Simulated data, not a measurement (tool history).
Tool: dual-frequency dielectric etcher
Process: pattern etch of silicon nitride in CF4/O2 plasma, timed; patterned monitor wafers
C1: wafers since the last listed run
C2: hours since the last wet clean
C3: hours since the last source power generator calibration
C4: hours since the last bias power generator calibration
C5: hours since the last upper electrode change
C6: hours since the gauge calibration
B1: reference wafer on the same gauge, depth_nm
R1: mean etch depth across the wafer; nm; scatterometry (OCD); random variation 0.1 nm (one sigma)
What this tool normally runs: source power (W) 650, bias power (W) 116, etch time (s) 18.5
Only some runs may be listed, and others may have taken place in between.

Run 1, hour 0.0: usual settings but source power (W) 550; C1 0; C2 334.2; C3 2259.9; C4 1067.9; C5 3743.9; C6 92.0; B1 35.39. Result: R1 39.81 nm.
Run 2, hour 11.2: usual settings but source power (W) 550; C1 160; C2 345.4; C3 2271.1; C4 1079.1; C5 3755.1; C6 103.2; B1 35.38. Result: R1 40.00 nm.
Run 3, hour 23.1: usual settings but source power (W) 590; C1 170; C2 357.3; C3 2283.0; C4 1091.0; C5 3767.0; C6 115.1; B1 35.38. Result: R1 41.99 nm.
Run 4, hour 29.7: usual settings but source power (W) 590; C1 94; C2 363.9; C3 2289.6; C4 1097.6; C5 3773.6; C6 121.7; B1 35.40. Result: R1 41.71 nm.
Run 5, hour 41.6: usual settings but source power (W) 530; C1 170; C2 375.8; C3 2301.5; C4 1109.5; C5 3785.5; C6 133.6; B1 35.38. Result: R1 38.94 nm.
Run 6, hour 58.2: usual settings but bias power (W) 104; C1 237; C2 392.4; C3 2318.1; C4 1126.1; C5 3802.1; C6 150.2; B1 35.39. Result: R1 42.75 nm.
Run 7, hour 67.5: usual settings but bias power (W) 104; C1 133; C2 401.7; C3 2327.4; C4 1135.4; C5 3811.4; C6 159.5; B1 35.39. Result: R1 42.79 nm.
Run 8, hour 74.3: usual settings but bias power (W) 104; C1 97; C2 408.5; C3 2334.2; C4 1142.2; C5 3818.2; C6 166.3; B1 35.41. Result: R1 42.81 nm.
Run 9, hour 81.4: usual settings; C1 101; C2 415.6; C3 2341.3; C4 1149.3; C5 3825.3; C6 173.4; B1 35.40. Result: R1 44.82 nm.
Run 10, hour 94.9: usual settings; C1 193; C2 429.1; C3 2354.8; C4 1162.8; C5 3838.8; C6 186.9; B1 35.38. Result: R1 44.70 nm.
Run 11, hour 142.4: usual settings; C1 680; C2 476.6; C3 2402.3; C4 1210.3; C5 3886.3; C6 234.4; B1 35.37. Result: R1 44.72 nm.
Run 12, hour 155.5: usual settings; C1 187; C2 489.7; C3 2415.4; C4 1223.4; C5 3899.4; C6 247.5; B1 35.40. Result: R1 44.77 nm.
Run 13, hour 161.9: usual settings; C1 91; C2 496.1; C3 2421.8; C4 1229.8; C5 3905.8; C6 253.9; B1 35.37. Result: R1 44.67 nm.
Run 14, hour 176.1: usual settings but bias power (W) 100, etch time (s) 21.0; C1 203; C2 510.3; C3 2436.0; C4 1244.0; C5 3920.0; C6 268.1; B1 35.36. Result: R1 47.94 nm.
Run 15, hour 190.8: usual settings but source power (W) 570, bias power (W) 99, etch time (s) 15.5; C1 210; C2 525.0; C3 2450.7; C4 1258.7; C5 3934.7; C6 282.8; B1 35.38. Result: R1 32.33 nm.
At hour 211.6: gauge calibrated.
At hour 219.7: wet clean of the chamber.
Run 16, hour 220.2: usual settings but source power (W) 550; C1 77; C2 0.5; C3 2480.1; C4 1288.1; C5 3964.1; C6 8.6; B1 35.40. Result: R1 39.47 nm.
Run 17, hour 222.1: usual settings; C1 27; C2 2.4; C3 2482.0; C4 1290.0; C5 3966.0; C6 10.5; B1 35.39. Result: R1 44.18 nm.
Run 18, hour 239.8: usual settings but etch time (s) 14.0; C1 253; C2 20.1; C3 2499.7; C4 1307.7; C5 3983.7; C6 28.2; B1 35.41. Result: R1 33.50 nm.
Run 19, hour 250.6: usual settings but etch time (s) 20.5; C1 154; C2 30.9; C3 2510.5; C4 1318.5; C5 3994.5; C6 39.0; B1 35.37. Result: R1 48.93 nm.
At hour 255.0: source power generator calibrated.
Run 20, hour 267.4: usual settings but source power (W) 550, bias power (W) 95, etch time (s) 13.5; C1 183; C2 47.7; C3 12.4; C4 1335.3; C5 4011.3; C6 55.8; B1 35.39. Result: R1 26.70 nm.
At hour 278.4: bias power generator calibrated.
At hour 300.8: upper electrode replaced.
Run 21, hour 301.3: usual settings but bias power (W) 95; C1 106; C2 81.6; C3 46.3; C4 22.9; C5 0.5; C6 89.7; B1 35.44. Result: R1 41.26 nm.
Run 22, hour 301.7: usual settings but source power (W) 510; C1 5; C2 82.0; C3 46.7; C4 23.3; C5 0.9; C6 90.1; B1 35.42. Result: R1 37.77 nm.
Run 23, hour 308.1: usual settings but etch time (s) 21.0; C1 91; C2 88.4; C3 53.1; C4 29.7; C5 7.3; C6 96.5; B1 35.36. Result: R1 50.31 nm.
Run 24, hour 325.7: usual settings but source power (W) 730, bias power (W) 141, etch time (s) 20.0; C1 252; C2 106.0; C3 70.7; C4 47.3; C5 24.9; C6 114.1; B1 35.40. Result: R1 56.11 nm.
Run 25, hour 372.4: usual settings but source power (W) 720, bias power (W) 140; C1 669; C2 152.7; C3 117.4; C4 94.0; C5 71.6; C6 160.8; B1 35.41. Result: R1 51.14 nm.
Run 26, hour 378.7: usual settings but bias power (W) 105; C1 90; C2 159.0; C3 123.7; C4 100.3; C5 77.9; C6 167.1; B1 35.44. Result: R1 42.66 nm.
Run 27, hour 384.7: usual settings; C1 85; C2 165.0; C3 129.7; C4 106.3; C5 83.9; C6 173.1; B1 35.40. Result: R1 44.26 nm.
Run 28, hour 391.7: usual settings but source power (W) 740; C1 100; C2 172.0; C3 136.7; C4 113.3; C5 90.9; C6 180.1; B1 35.42. Result: R1 48.67 nm.
Run 29, hour 399.7: usual settings but source power (W) 580, bias power (W) 90, etch time (s) 21.5; C1 114; C2 180.0; C3 144.7; C4 121.3; C5 98.9; C6 188.1; B1 35.41. Result: R1 43.41 nm.
Run 30, hour 406.6: usual settings; C1 98; C2 186.9; C3 151.6; C4 128.2; C5 105.8; C6 195.0; B1 35.38. Result: R1 44.57 nm.
Run 31, hour 416.8: usual settings but source power (W) 590, bias power (W) 136, etch time (s) 17.0; C1 146; C2 197.1; C3 161.8; C4 138.4; C5 116.0; C6 205.2; B1 35.39. Result: R1 40.77 nm.

Give the tool's hidden conditions for every run:
source power that arrives over what is set, %: 0 at every run
bias power that arrives over what is set, %: 0 at every run
gauge reads high (%): 0 at every run
H1: etch rate over this chamber's usual, %
run       H1
  1    0.678
  2    0.706
  3    0.735
  4    0.752
  5    0.781
  6    0.822
  7    0.846
  8    0.862
  9     0.88
 10    0.914
 11     1.03
 12     1.06
 13     1.08
 14     1.12
 15     1.15
 16   -0.112
 17   -0.107
 18  -0.0634
 19  -0.0365
 20  0.00516
 21   0.0893
 22   0.0903
 23    0.106
 24     0.15
 25    0.266
 26    0.281
 27    0.296
 28    0.314
 29    0.334
 30    0.351
 31    0.376
